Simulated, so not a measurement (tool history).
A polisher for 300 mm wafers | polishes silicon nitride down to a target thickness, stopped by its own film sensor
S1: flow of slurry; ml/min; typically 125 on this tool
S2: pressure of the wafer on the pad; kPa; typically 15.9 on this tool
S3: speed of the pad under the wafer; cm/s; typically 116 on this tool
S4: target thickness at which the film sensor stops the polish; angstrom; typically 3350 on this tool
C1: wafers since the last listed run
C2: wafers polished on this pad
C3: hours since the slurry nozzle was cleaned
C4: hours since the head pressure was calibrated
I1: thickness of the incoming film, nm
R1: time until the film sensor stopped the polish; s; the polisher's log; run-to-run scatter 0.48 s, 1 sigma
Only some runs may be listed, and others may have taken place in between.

| run | hour | S1 | S2 | S3 | S4 | C1 | C2 | C3 | C4 | I1 | R1 |
|---|---|---|---|---|---|---|---|---|---|---|---|
| 1 | 0 | 125 | 17.2 | 116 | 3350 | 0 | 1141 | 99.5 | 664.8 | 420.7 | 56.7 |
| 2 | 68.7 | 125 | 20 | 116 | 3350 | 661 | 1802 | 168.2 | 733.5 | 413.6 | 46.1 |
| 3 | 135.6 | 125 | 20 | 116 | 3350 | 644 | 2446 | 235.1 | 800.4 | 425.4 | 52.5 |
| 4 | 193.7 | 125 | 20 | 116 | 3350 | 559 | 3006 | 293.2 | 858.5 | 416.7 | 48.1 |
|  | 357 | head pressure recalibrated |
| 5 | 372.6 | 125 | 15.9 | 116 | 3350 | 1703 | 4709 | 472.1 | 15.6 | 419.4 | 63 |
| 6 | 416.5 | 125 | 15.9 | 116 | 3350 | 422 | 5132 | 516 | 59.5 | 417 | 61.2 |
|  | 440.3 | slurry nozzle cleaned |
| 7 | 474.9 | 125 | 15.9 | 116 | 3350 | 552 | 5685 | 34.6 | 117.9 | 425 | 64.3 |
|  | 479.6 | worn pad replaced by a new one |
| 8 | 503.9 | 125 | 15.9 | 116 | 3350 | 240 | 233 | 63.6 | 146.9 | 418.6 | 59.6 |
| 9 | 544.8 | 125 | 15.9 | 116 | 3350 | 393 | 627 | 104.5 | 187.8 | 423.8 | 62.9 |
| 10 | 598.8 | 125 | 15.9 | 142 | 3350 | 520 | 1147 | 158.5 | 241.8 | 420.1 | 50.7 |
| 11 | 666.1 | 125 | 15.9 | 142 | 3350 | 648 | 1795 | 225.8 | 309.1 | 419.1 | 50.5 |
| 12 | 716.5 | 125 | 15.9 | 142 | 3350 | 485 | 2280 | 276.2 | 359.5 | 423 | 53.7 |
| 13 | 762.7 | 125 | 18.6 | 136 | 3350 | 444 | 2725 | 322.4 | 405.7 | 421.1 | 48.5 |
| 14 | 802.1 | 125 | 18.6 | 136 | 3350 | 379 | 3105 | 361.8 | 445.1 | 417.7 | 45.8 |
| 15 | 866.5 | 125 | 18.6 | 84 | 3640 | 620 | 3725 | 426.2 | 509.5 | 419.3 | 46.3 |
| 16 | 914.6 | 125 | 14.5 | 78 | 3470 | 463 | 4188 | 474.3 | 557.6 | 413.4 | 72.7 |
| 17 | 939.2 | 125 | 15.9 | 150 | 3100 | 236 | 4425 | 498.9 | 582.2 | 419 | 66.3 |
| 18 | 978.6 | 125 | 15.9 | 138 | 3350 | 379 | 4804 | 538.3 | 621.6 | 415.4 | 53.2 |
|  | 1015.2 | worn pad replaced by a new one |
| 19 | 1048.4 | 125 | 15.9 | 116 | 3350 | 633 | 320 | 608.1 | 691.4 | 424.8 | 70.6 |
|  | 1067.9 | slurry nozzle cleaned |
| 20 | 1101.8 | 160 | 11 | 136 | 3570 | 504 | 824 | 33.9 | 744.8 | 427.3 | 56.1 |
| 21 | 1132.3 | 85 | 15.9 | 92 | 3480 | 293 | 1118 | 64.4 | 775.3 | 415.6 | 62.1 |
| 22 | 1322.4 | 125 | 15.9 | 116 | 3350 | 1830 | 2949 | 254.5 | 965.4 | 413.6 | 56.3 |
|  | 1339.2 | head pressure recalibrated |
| 23 | 1504.2 | 105 | 12.4 | 106 | 3560 | 1731 | 4680 | 436.3 | 165 | 416 | 60.7 |
| 24 | 1546 | 125 | 15.9 | 150 | 3350 | 402 | 5083 | 478.1 | 206.8 | 420.8 | 51.3 |
| 25 | 1617.3 | 125 | 15.9 | 144 | 3350 | 686 | 5769 | 549.4 | 278.1 | 427.3 | 59.4 |
|  | 1638.3 | worn pad replaced by a new one |
| 26 | 1683.4 | 140 | 15.9 | 116 | 3350 | 598 | 434 | 615.5 | 344.2 | 414.4 | 61.2 |
|  | 1696.4 | slurry nozzle cleaned |
| 27 | 1732.6 | 125 | 15.9 | 116 | 3350 | 464 | 898 | 36.2 | 393.4 | 421.6 | 61.5 |
| 28 | 1765.2 | 125 | 15.9 | 116 | 3350 | 313 | 1212 | 68.8 | 426 | 420.7 | 60 |
| 29 | 1816.3 | 80 | 11.7 | 106 | 3350 | 492 | 1704 | 119.9 | 477.1 | 415.4 | 84 |
| 30 | 1878.8 | 95 | 13.8 | 126 | 3160 | 601 | 2306 | 182.4 | 539.6 | 420.2 | 81.5 |
| 31 | 1922.1 | 125 | 15.9 | 116 | 3150 | 416 | 2723 | 225.7 | 582.9 | 421.5 | 76.2 |
| 32 | 1957.2 | 125 | 15.9 | 116 | 3350 | 338 | 3061 | 260.8 | 618 | 417.2 | 59.3 |
| 33 | 1999.9 | 105 | 19.3 | 116 | 3600 | 411 | 3472 | 303.5 | 660.7 | 413.5 | 33.9 |
| 34 | 2070.5 | 145 | 12.4 | 88 | 3080 | 679 | 4152 | 374.1 | 731.3 | 423.3 | 123.6 |
| 35 | 2121.1 | 155 | 20 | 104 | 3430 | 487 | 4640 | 424.7 | 781.9 | 416 | 46.6 |
| 36 | 2166 | 170 | 12.4 | 98 | 3140 | 432 | 5072 | 469.6 | 826.8 | 423.5 | 106.9 |
| 37 | 2210.6 | 125 | 15.9 | 116 | 3350 | 429 | 5501 | 514.2 | 871.4 | 427.8 | 69.6 |
|  | 2242.8 | worn pad replaced by a new one |
| 38 | 2243.3 | 125 | 15.9 | 150 | 3100 | 276 | 4 | 546.9 | 904.1 | 422.3 | 69.6 |

Run-by-run hidden state of the tool:
removal rate lost through wear of the pad, %: 0, the same for each run
deviation of the head's pressure from its setpoint, %: 0, the same for each run
H1: slurry flow missing at the pad, %
| run | H1 |
|---|---|
| 1 | 2.96 |
| 2 | 4.92 |
| 3 | 7.8 |
| 4 | 11.1 |
| 5 | 25.7 |
| 6 | 30.3 |
| 7 | 2.66 |
| 8 | 2.97 |
| 9 | 3.7 |
| 10 | 5.21 |
| 11 | 7.97 |
| 12 | 10.7 |
| 13 | 13.6 |
| 14 | 16.5 |
| 15 | 21.9 |
| 16 | 26.5 |
| 17 | 29.1 |
| 18 | 33.4 |
| 19 | 42 |
| 20 | 4.9 |
| 21 | 5.22 |
| 22 | 11.7 |
| 23 | 25.1 |
| 24 | 29.1 |
| 25 | 37 |
| 26 | 45.2 |
| 27 | 3.89 |
| 28 | 4.25 |
| 29 | 5.28 |
| 30 | 7.3 |
| 31 | 9.18 |
| 32 | 11 |
| 33 | 13.6 |
| 34 | 18.7 |
| 35 | 23 |
| 36 | 27.3 |
| 37 | 31.9 |
| 38 | 35.6 |
